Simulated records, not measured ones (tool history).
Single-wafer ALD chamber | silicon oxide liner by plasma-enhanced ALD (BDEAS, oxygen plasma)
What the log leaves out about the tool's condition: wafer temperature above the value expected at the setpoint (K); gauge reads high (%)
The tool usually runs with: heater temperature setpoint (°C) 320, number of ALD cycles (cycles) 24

run,hour,heater temperature setpoint (°C),number of ALD cycles (cycles),wafers since the last listed run,hours since the last thermocouple change,hours since the gauge calibration,"read-back reference wafer on the same gauge, thickness_nm",mean film thickness on the monitor wafer (nm)
1,0.0,320,24,0,712.7,101.2,2.213,2.146
2,45.1,320,24,631,757.8,146.3,2.213,2.134
3,60.7,320,24,218,773.4,161.9,2.210,2.136
4,72.4,320,24,163,785.1,173.6,2.210,2.137
5,84.3,320,24,166,797.0,185.5,2.208,2.140
6,91.7,320,26,103,804.4,192.9,2.211,2.312
7,108.6,320,24,236,821.3,209.8,2.208,2.153
8,117.2,320,24,120,829.9,218.4,2.212,2.144
9,129.5,320,24,172,842.2,230.7,2.211,2.142
10,138.9,320,24,131,851.6,240.1,2.210,2.141
11,156.7,320,24,249,869.4,257.9,2.210,2.141
# hour 160.2: gauge calibrated
12,166.2,320,24,133,878.9,6.0,2.212,2.145
13,178.9,334,20,177,891.6,18.7,2.209,1.741
14,196.8,308,20,250,909.5,36.6,2.210,1.823
15,207.0,334,27,142,919.7,46.8,2.210,2.344
# hour 224.7: thermocouple changed; heater temperature recalibrated
16,225.2,311,26,142,0.5,65.0,2.211,2.340
17,233.3,334,27,113,8.6,73.1,2.208,2.365
18,243.4,312,28,141,18.7,83.2,2.209,2.533
19,252.3,335,26,124,27.6,92.1,2.208,2.257
20,268.5,311,27,226,43.8,108.3,2.210,2.442
21,283.6,320,24,211,58.9,123.4,2.209,2.136
22,325.4,320,24,585,100.7,165.2,2.211,2.138
23,336.3,331,24,152,111.6,176.1,2.211,2.103

Run 24 has not been measured yet. What should we expect?
24,346.0,320,24,135,121.3,185.8,?,?

read-back reference wafer on the same gauge, thickness_nm: 2.209
mean film thickness on the monitor wafer (nm): 2.139
The same run, on a tool lacking any hidden state, would have yielded mean film thickness on the monitor wafer (nm) 2.139.

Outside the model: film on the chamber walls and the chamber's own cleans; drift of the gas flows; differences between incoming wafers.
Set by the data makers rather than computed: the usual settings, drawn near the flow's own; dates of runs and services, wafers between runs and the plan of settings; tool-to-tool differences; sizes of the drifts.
